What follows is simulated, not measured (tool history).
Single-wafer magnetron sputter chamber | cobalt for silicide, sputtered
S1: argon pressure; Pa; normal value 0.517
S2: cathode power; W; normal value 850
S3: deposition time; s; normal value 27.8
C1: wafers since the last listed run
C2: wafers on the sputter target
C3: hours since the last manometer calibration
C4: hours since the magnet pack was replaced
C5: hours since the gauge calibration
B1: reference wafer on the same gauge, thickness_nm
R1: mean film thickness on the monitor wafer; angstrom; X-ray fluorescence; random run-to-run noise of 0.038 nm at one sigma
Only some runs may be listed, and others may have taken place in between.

run 1 day=0.000 | S1=0.517 S2=950 S3=31.8 | C1=0 C2=8789 C3=1489.5 C4=5652.7 C5=482.8 | B1=10.094 | R1=149.41
-- day=2.179 capacitance manometer re-zeroed and calibrated
run 2 day=2.200 | S1=0.517 S2=950 S3=31.2 | C1=1127 C2=9916 C3=0.5 C4=5705.5 C5=535.6 | B1=10.100 | R1=145.60
run 3 day=5.658 | S1=0.517 S2=950 S3=31.2 | C1=2088 C2=12005 C3=83.5 C4=5788.5 C5=618.6 | B1=10.095 | R1=145.90
run 4 day=7.442 | S1=0.517 S2=950 S3=31.2 | C1=1076 C2=13082 C3=126.3 C4=5831.3 C5=661.4 | B1=10.099 | R1=146.18
-- day=8.267 sputter target and shields replaced
run 5 day=19.979 | S1=0.517 S2=850 S3=25.8 | C1=7369 C2=7072 C3=427.2 C4=6132.2 C5=962.3 | B1=10.099 | R1=113.60
run 6 day=21.608 | S1=0.517 S2=850 S3=27.8 | C1=983 C2=8055 C3=466.3 C4=6171.3 C5=1001.4 | B1=10.107 | R1=122.63
run 7 day=23.658 | S1=0.517 S2=850 S3=27.8 | C1=1237 C2=9293 C3=515.5 C4=6220.5 C5=1050.6 | B1=10.099 | R1=122.92
-- day=27.350 sputter target and shields replaced
run 8 day=27.621 | S1=0.517 S2=850 S3=27.8 | C1=2191 C2=163 C3=610.6 C4=6315.6 C5=1145.7 | B1=10.101 | R1=123.35
run 9 day=31.429 | S1=0.517 S2=850 S3=27.8 | C1=2299 C2=2462 C3=702.0 C4=6407.0 C5=1237.1 | B1=10.101 | R1=122.18
run 10 day=34.004 | S1=0.447 S2=850 S3=29.9 | C1=1554 C2=4017 C3=763.8 C4=6468.8 C5=1298.9 | B1=10.097 | R1=134.34
run 11 day=37.925 | S1=0.447 S2=850 S3=29.9 | C1=2367 C2=6385 C3=857.9 C4=6562.9 C5=1393.0 | B1=10.103 | R1=133.96
run 12 day=42.312 | S1=0.517 S2=850 S3=27.8 | C1=2649 C2=9034 C3=963.2 C4=6668.2 C5=1498.3 | B1=10.108 | R1=121.80
run 13 day=44.662 | S1=0.579 S2=850 S3=23.4 | C1=1419 C2=10453 C3=1019.6 C4=6724.6 C5=1554.7 | B1=10.110 | R1=100.65
run 14 day=48.908 | S1=0.579 S2=850 S3=23.4 | C1=2563 C2=13017 C3=1121.5 C4=6826.5 C5=1656.6 | B1=10.111 | R1=101.34
-- day=49.446 sputter target and shields replaced
run 15 day=51.138 | S1=0.579 S2=850 S3=23.4 | C1=1144 C2=1020 C3=1175.0 C4=6880.0 C5=1710.1 | B1=10.101 | R1=101.47
run 16 day=53.017 | S1=0.517 S2=850 S3=27.8 | C1=1134 C2=2155 C3=1220.1 C4=6925.1 C5=1755.2 | B1=10.099 | R1=122.51
run 17 day=56.854 | S1=0.629 S2=850 S3=27.8 | C1=2317 C2=4472 C3=1312.2 C4=7017.2 C5=1847.3 | B1=10.095 | R1=119.12
run 18 day=59.983 | S1=0.571 S2=850 S3=22.7 | C1=1889 C2=6362 C3=1387.3 C4=7092.3 C5=1922.4 | B1=10.094 | R1=98.35
run 19 day=63.646 | S1=0.606 S2=700 S3=23.5 | C1=2211 C2=8574 C3=1475.2 C4=7180.2 C5=2010.3 | B1=10.095 | R1=91.11
run 20 day=66.229 | S1=0.517 S2=850 S3=27.8 | C1=1559 C2=10134 C3=1537.2 C4=7242.2 C5=2072.3 | B1=10.105 | R1=121.52
-- day=68.171 magnet pack replaced
run 21 day=68.825 | S1=0.517 S2=1000 S3=32.1 | C1=1366 C2=11500 C3=1599.5 C4=15.7 C5=2134.6 | B1=10.098 | R1=155.14
-- day=69.788 sputter target and shields replaced
-- day=70.975 capacitance manometer re-zeroed and calibrated
run 22 day=71.979 | S1=0.659 S2=800 S3=26.3 | C1=1502 C2=1123 C3=24.1 C4=91.4 C5=2210.3 | B1=10.097 | R1=108.02
-- day=78.954 gauge calibrated
run 23 day=83.696 | S1=0.403 S2=850 S3=27.8 | C1=7075 C2=8198 C3=305.3 C4=372.6 C5=113.8 | B1=10.103 | R1=126.59
run 24 day=85.379 | S1=0.606 S2=1000 S3=27.8 | C1=1016 C2=9214 C3=345.7 C4=413.0 C5=154.2 | B1=10.103 | R1=130.56
run 25 day=89.583 | S1=0.517 S2=850 S3=27.8 | C1=2538 C2=11753 C3=446.6 C4=513.9 C5=255.1 | B1=10.103 | R1=123.16
-- day=93.283 sputter target and shields replaced
run 26 day=93.304 | S1=0.344 S2=650 S3=27.8 | C1=2045 C2=13 C3=535.9 C4=603.2 C5=344.4 | B1=10.104 | R1=112.70
run 27 day=94.775 | S1=0.517 S2=850 S3=23.5 | C1=888 C2=901 C3=571.2 C4=638.5 C5=379.7 | B1=10.106 | R1=103.91
run 28 day=97.054 | S1=0.517 S2=850 S3=27.8 | C1=1376 C2=2278 C3=625.9 C4=693.2 C5=434.4 | B1=10.094 | R1=122.60
run 29 day=98.908 | S1=0.587 S2=850 S3=25.7 | C1=1119 C2=3397 C3=670.4 C4=737.7 C5=478.9 | B1=10.086 | R1=110.85
run 30 day=101.288 | S1=0.517 S2=850 S3=27.8 | C1=1436 C2=4834 C3=727.5 C4=794.8 C5=536.0 | B1=10.092 | R1=122.67
run 31 day=104.479 | S1=0.517 S2=850 S3=30.7 | C1=1927 C2=6761 C3=804.1 C4=871.4 C5=612.6 | B1=10.098 | R1=135.52
run 32 day=106.654 | S1=0.517 S2=850 S3=27.8 | C1=1313 C2=8074 C3=856.3 C4=923.6 C5=664.8 | B1=10.107 | R1=122.37

What the log doesn't show, run by run:
deposition rate above that of a new target (%): 0 in every run
true argon pressure above the setpoint (%): 0 in every run
gauge reads high (%): 0 in every run
